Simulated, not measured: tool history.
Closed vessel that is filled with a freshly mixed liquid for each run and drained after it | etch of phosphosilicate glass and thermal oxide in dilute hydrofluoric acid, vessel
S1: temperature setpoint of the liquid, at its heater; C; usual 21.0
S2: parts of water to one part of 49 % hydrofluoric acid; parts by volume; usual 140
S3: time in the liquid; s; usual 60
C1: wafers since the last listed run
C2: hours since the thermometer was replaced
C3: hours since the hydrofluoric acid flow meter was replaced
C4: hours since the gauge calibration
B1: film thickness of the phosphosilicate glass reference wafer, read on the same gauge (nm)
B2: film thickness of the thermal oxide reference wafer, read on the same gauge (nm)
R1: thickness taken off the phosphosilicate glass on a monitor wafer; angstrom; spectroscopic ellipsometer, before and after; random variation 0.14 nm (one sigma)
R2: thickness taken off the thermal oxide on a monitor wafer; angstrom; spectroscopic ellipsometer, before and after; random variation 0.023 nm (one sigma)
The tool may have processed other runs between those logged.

Run 1, hour 0.0: usual settings; C1 0; C2 2359.2; C3 692.3; C4 858.3; B1 110.00; B2 120.005. Result: R1 273.5 angstrom, R2 17.54 angstrom.
Run 2, hour 34.4: usual settings but S1 17.5 C; C1 4233; C2 2393.6; C3 726.7; C4 892.7; B1 109.98; B2 120.002. Result: R1 239.1 angstrom, R2 15.05 angstrom.
Run 3, hour 52.7: usual settings; C1 2252; C2 2411.9; C3 745.0; C4 911.0; B1 109.99; B2 120.014. Result: R1 272.0 angstrom, R2 17.16 angstrom.
Run 4, hour 86.2: usual settings but S3 80 s; C1 4123; C2 2445.4; C3 778.5; C4 944.5; B1 110.00; B2 119.999. Result: R1 363.7 angstrom, R2 22.98 angstrom.
Run 5, hour 117.4: usual settings but S1 25.0 C; C1 3839; C2 2476.6; C3 809.7; C4 975.7; B1 110.00; B2 119.988. Result: R1 317.6 angstrom, R2 19.92 angstrom.
Run 6, hour 137.6: usual settings; C1 2486; C2 2496.8; C3 829.9; C4 995.9; B1 110.02; B2 120.028. Result: R1 271.4 angstrom, R2 17.02 angstrom.
At hour 146.4: gauge calibrated.
Run 7, hour 156.2: usual settings; C1 2289; C2 2515.4; C3 848.5; C4 9.8; B1 109.99; B2 119.978. Result: R1 272.7 angstrom, R2 17.02 angstrom.
Run 8, hour 176.4: usual settings but S1 17.0 C, S2 120 parts by volume, S3 45 s; C1 2486; C2 2535.6; C3 868.7; C4 30.0; B1 110.01; B2 119.998. Result: R1 205.0 angstrom, R2 12.77 angstrom.
Run 9, hour 205.8: usual settings but S3 35 s; C1 3618; C2 2565.0; C3 898.1; C4 59.4; B1 109.97; B2 119.987. Result: R1 159.5 angstrom, R2 9.87 angstrom.
Run 10, hour 224.0: usual settings but S1 17.5 C, S3 85 s; C1 2239; C2 2583.2; C3 916.3; C4 77.6; B1 109.96; B2 119.960. Result: R1 333.7 angstrom, R2 20.89 angstrom.
Run 11, hour 242.4: usual settings but S1 17.5 C; C1 2264; C2 2601.6; C3 934.7; C4 96.0; B1 110.04; B2 120.010. Result: R1 236.4 angstrom, R2 14.78 angstrom.
Run 12, hour 265.9: usual settings; C1 2892; C2 2625.1; C3 958.2; C4 119.5; B1 110.01; B2 119.979. Result: R1 270.0 angstrom, R2 17.07 angstrom.
Run 13, hour 330.9: usual settings but S1 23.0 C; C1 7999; C2 2690.1; C3 1023.2; C4 184.5; B1 109.99; B2 120.015. Result: R1 290.9 angstrom, R2 18.54 angstrom.
Run 14, hour 350.2: usual settings; C1 2375; C2 2709.4; C3 1042.5; C4 203.8; B1 109.98; B2 120.015. Result: R1 270.3 angstrom, R2 16.84 angstrom.
Run 15, hour 368.2: usual settings but S1 17.5 C, S2 165 parts by volume; C1 2215; C2 2727.4; C3 1060.5; C4 221.8; B1 110.02; B2 119.991. Result: R1 193.8 angstrom, R2 12.21 angstrom.
Run 16, hour 475.4: usual settings but S1 17.0 C; C1 13193; C2 2834.6; C3 1167.7; C4 329.0; B1 110.00; B2 119.993. Result: R1 228.2 angstrom, R2 14.63 angstrom.
At hour 479.5: thermometer replaced.
At hour 495.1: hydrofluoric acid flow meter replaced.
Run 17, hour 496.6: usual settings; C1 2363; C2 17.1; C3 1.5; C4 350.2; B1 109.99; B2 120.024. Result: R1 283.1 angstrom, R2 17.45 angstrom.
Run 18, hour 528.9: usual settings but S1 17.0 C, S2 90 parts by volume, S3 40 s; C1 3975; C2 49.4; C3 33.8; C4 382.5; B1 109.99; B2 119.984. Result: R1 260.7 angstrom, R2 16.50 angstrom.
Run 19, hour 557.0: usual settings but S2 180 parts by volume; C1 3458; C2 77.5; C3 61.9; C4 410.6; B1 109.99; B2 120.000. Result: R1 207.7 angstrom, R2 13.01 angstrom.
Run 20, hour 644.0: usual settings but S1 17.0 C, S2 90 parts by volume, S3 40 s; C1 10707; C2 164.5; C3 148.9; C4 497.6; B1 110.02; B2 120.019. Result: R1 259.3 angstrom, R2 16.43 angstrom.
Run 21, hour 678.1: usual settings but S1 24.5 C, S2 110 parts by volume, S3 30 s; C1 4196; C2 198.6; C3 183.0; C4 531.7; B1 109.97; B2 120.029. Result: R1 209.8 angstrom, R2 13.29 angstrom.
Run 22, hour 708.7: usual settings; C1 3766; C2 229.2; C3 213.6; C4 562.3; B1 109.99; B2 120.017. Result: R1 277.3 angstrom, R2 17.34 angstrom.
Run 23, hour 738.9: usual settings but S1 24.0 C; C1 3716; C2 259.4; C3 243.8; C4 592.5; B1 109.99; B2 120.025. Result: R1 312.5 angstrom, R2 19.90 angstrom.
Run 24, hour 766.6: usual settings but S1 23.5 C, S2 85 parts by volume, S3 90 s; C1 3409; C2 287.1; C3 271.5; C4 620.2; B1 110.00; B2 119.989. Result: R1 814.3 angstrom, R2 50.83 angstrom.
Run 25, hour 793.2: usual settings; C1 3273; C2 313.7; C3 298.1; C4 646.8; B1 109.98; B2 120.005. Result: R1 277.0 angstrom, R2 17.40 angstrom.

Here are 4 independent what-if runs from the current tool condition. What would each one return?
Run A, hour 793.9: usual settings; C1 86; C2 314.4; C3 298.8; C4 647.5; B1 ?; B2 ?. Result: R1 ?, R2 ?.
Run B, hour 793.9: usual settings but S1 24.5 C, S3 75 s; C1 86; C2 314.4; C3 298.8; C4 647.5; B1 ?; B2 ?. Result: R1 ?, R2 ?.
Run C, hour 793.9: usual settings but S1 17.0 C, S2 200 parts by volume, S3 70 s; C1 86; C2 314.4; C3 298.8; C4 647.5; B1 ?; B2 ?. Result: R1 ?, R2 ?.
Run D, hour 793.9: usual settings but S2 165 parts by volume, S3 50 s; C1 86; C2 314.4; C3 298.8; C4 647.5; B1 ?; B2 ?. Result: R1 ?, R2 ?.

run      B1       B2     R1     R2
  A  109.99  119.996  277.0  17.50
  B  109.99  119.996  396.8  25.07
  C  109.99  119.996  181.7  11.48
  D  109.99  119.996  190.7  12.05
What these runs would have given with no unlogged condition in the tool:
run     R1     R2
  A  279.7  17.67
  B  400.7  25.32
  C  183.6  11.60
  D  192.6  12.17

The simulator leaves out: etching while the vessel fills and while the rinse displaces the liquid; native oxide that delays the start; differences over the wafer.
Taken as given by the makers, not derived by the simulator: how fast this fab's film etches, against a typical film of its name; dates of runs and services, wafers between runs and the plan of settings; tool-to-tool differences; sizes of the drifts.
